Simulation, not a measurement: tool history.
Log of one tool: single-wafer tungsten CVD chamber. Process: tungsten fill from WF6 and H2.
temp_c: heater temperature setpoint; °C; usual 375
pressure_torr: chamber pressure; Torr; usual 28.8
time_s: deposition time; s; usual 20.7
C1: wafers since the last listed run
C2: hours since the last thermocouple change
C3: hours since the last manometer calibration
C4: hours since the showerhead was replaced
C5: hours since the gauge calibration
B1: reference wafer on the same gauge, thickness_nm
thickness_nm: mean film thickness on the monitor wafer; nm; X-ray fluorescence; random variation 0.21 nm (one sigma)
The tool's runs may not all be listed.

Run 1, hour 0: usual settings; C1 0; C2 1560.9; C3 988.9; C4 5951.7; C5 160.3; B1 36.783. Result: thickness_nm 35.979 nm.
Run 2, hour 34.6: usual settings; C1 680; C2 1595.5; C3 1023.5; C4 5986.3; C5 194.9; B1 36.803. Result: thickness_nm 35.92 nm.
Run 3, hour 56.3: usual settings; C1 426; C2 1617.2; C3 1045.2; C4 6008; C5 216.6; B1 36.84. Result: thickness_nm 35.972 nm.
Run 4, hour 69.8: usual settings but temp_c 378 °C; C1 265; C2 1630.7; C3 1058.7; C4 6021.5; C5 230.1; B1 36.708. Result: thickness_nm 38.212 nm.
Run 5, hour 84.3: usual settings but temp_c 378 °C; C1 285; C2 1645.2; C3 1073.2; C4 6036; C5 244.6; B1 36.777. Result: thickness_nm 37.759 nm.
Run 6, hour 103.5: usual settings but temp_c 378 °C; C1 377; C2 1664.4; C3 1092.4; C4 6055.2; C5 263.8; B1 36.789. Result: thickness_nm 37.915 nm.
Run 7, hour 118.9: usual settings; C1 302; C2 1679.8; C3 1107.8; C4 6070.6; C5 279.2; B1 36.798. Result: thickness_nm 36.042 nm.
Run 8, hour 147: usual settings but temp_c 369 °C; C1 552; C2 1707.9; C3 1135.9; C4 6098.7; C5 307.3; B1 36.843. Result: thickness_nm 32.159 nm.
Run 9, hour 179.3: usual settings; C1 635; C2 1740.2; C3 1168.2; C4 6131; C5 339.6; B1 36.803. Result: thickness_nm 35.588 nm.
Run 10, hour 197: usual settings but pressure_torr 31.7 Torr; C1 348; C2 1757.9; C3 1185.9; C4 6148.7; C5 357.3; B1 36.778. Result: thickness_nm 37.691 nm.
Run 11, hour 231.2: usual settings; C1 672; C2 1792.1; C3 1220.1; C4 6182.9; C5 391.5; B1 36.794. Result: thickness_nm 35.69 nm.
Run 12, hour 259.3: usual settings; C1 552; C2 1820.2; C3 1248.2; C4 6211; C5 419.6; B1 36.716. Result: thickness_nm 35.723 nm.
Run 13, hour 283: usual settings; C1 466; C2 1843.9; C3 1271.9; C4 6234.7; C5 443.3; B1 36.788. Result: thickness_nm 35.575 nm.
At hour 299.2: gauge calibrated.
Run 14, hour 309: usual settings; C1 511; C2 1869.9; C3 1297.9; C4 6260.7; C5 9.8; B1 36.803. Result: thickness_nm 35.719 nm.
At hour 350.8: showerhead replaced.
Run 15, hour 368.8: usual settings but pressure_torr 32.3 Torr, time_s 19.3 s; C1 1019; C2 1929.7; C3 1357.7; C4 18; C5 69.6; B1 36.817. Result: thickness_nm 35.43 nm.
Run 16, hour 395.8: usual settings but temp_c 381 °C, pressure_torr 31.4 Torr, time_s 18.6 s; C1 531; C2 1956.7; C3 1384.7; C4 45; C5 96.6; B1 36.862. Result: thickness_nm 37.37 nm.
At hour 404.9: thermocouple changed; heater temperature recalibrated.
Run 17, hour 424.2: usual settings; C1 401; C2 19.3; C3 1413.1; C4 73.4; C5 125; B1 36.802. Result: thickness_nm 35.655 nm.
Run 18, hour 448.3: usual settings but temp_c 378 °C; C1 474; C2 43.4; C3 1437.2; C4 97.5; C5 149.1; B1 36.737. Result: thickness_nm 38.066 nm.
Run 19, hour 554.5: usual settings; C1 2089; C2 149.6; C3 1543.4; C4 203.7; C5 255.3; B1 36.761. Result: thickness_nm 35.635 nm.
Run 20, hour 588: usual settings but temp_c 366 °C, pressure_torr 23.4 Torr, time_s 24.4 s; C1 659; C2 183.1; C3 1576.9; C4 237.2; C5 288.8; B1 36.779. Result: thickness_nm 32.033 nm.
At hour 603.9: capacitance manometer re-zeroed and calibrated.
Run 21, hour 612.6: usual settings but time_s 24.6 s; C1 326; C2 207.7; C3 8.7; C4 261.8; C5 313.4; B1 36.752. Result: thickness_nm 42.746 nm.
Run 22, hour 632.5: usual settings but temp_c 361 °C; C1 391; C2 227.6; C3 28.6; C4 281.7; C5 333.3; B1 36.807. Result: thickness_nm 27.601 nm.
Run 23, hour 649: usual settings but temp_c 365 °C, pressure_torr 26.8 Torr, time_s 18.7 s; C1 324; C2 244.1; C3 45.1; C4 298.2; C5 349.8; B1 36.771. Result: thickness_nm 25.784 nm.
Run 24, hour 684.2: usual settings but temp_c 386 °C, time_s 16.6 s; C1 692; C2 279.3; C3 80.3; C4 333.4; C5 385; B1 36.783. Result: thickness_nm 35.001 nm.
Run 25, hour 702.4: usual settings; C1 358; C2 297.5; C3 98.5; C4 351.6; C5 403.2; B1 36.804. Result: thickness_nm 36.061 nm.
Run 26, hour 714.9: usual settings; C1 245; C2 310; C3 111; C4 364.1; C5 415.7; B1 36.811. Result: thickness_nm 35.534 nm.
Run 27, hour 744.3: usual settings but temp_c 360 °C, pressure_torr 23.7 Torr; C1 578; C2 339.4; C3 140.4; C4 393.5; C5 445.1; B1 36.822. Result: thickness_nm 24.619 nm.
Run 28, hour 762.7: usual settings but temp_c 386 °C, time_s 18.8 s; C1 361; C2 357.8; C3 158.8; C4 411.9; C5 463.5; B1 36.774. Result: thickness_nm 39.514 nm.
Run 29, hour 795.7: usual settings but temp_c 363 °C, pressure_torr 31.2 Torr, time_s 19.4 s; C1 649; C2 390.8; C3 191.8; C4 444.9; C5 496.5; B1 36.802. Result: thickness_nm 27.908 nm.
At hour 821.6: gauge calibrated.
Run 30, hour 831.1: usual settings but pressure_torr 35.2 Torr, time_s 18.2 s; C1 696; C2 426.2; C3 227.2; C4 480.3; C5 9.5; B1 36.784. Result: thickness_nm 34.925 nm.

What the log doesn't show, run by run:
wafer temperature above the value expected at the setpoint (K): 0 in every run
true pressure above the setpoint (%): 0 in every run
gauge reads high (%): 0 in every run
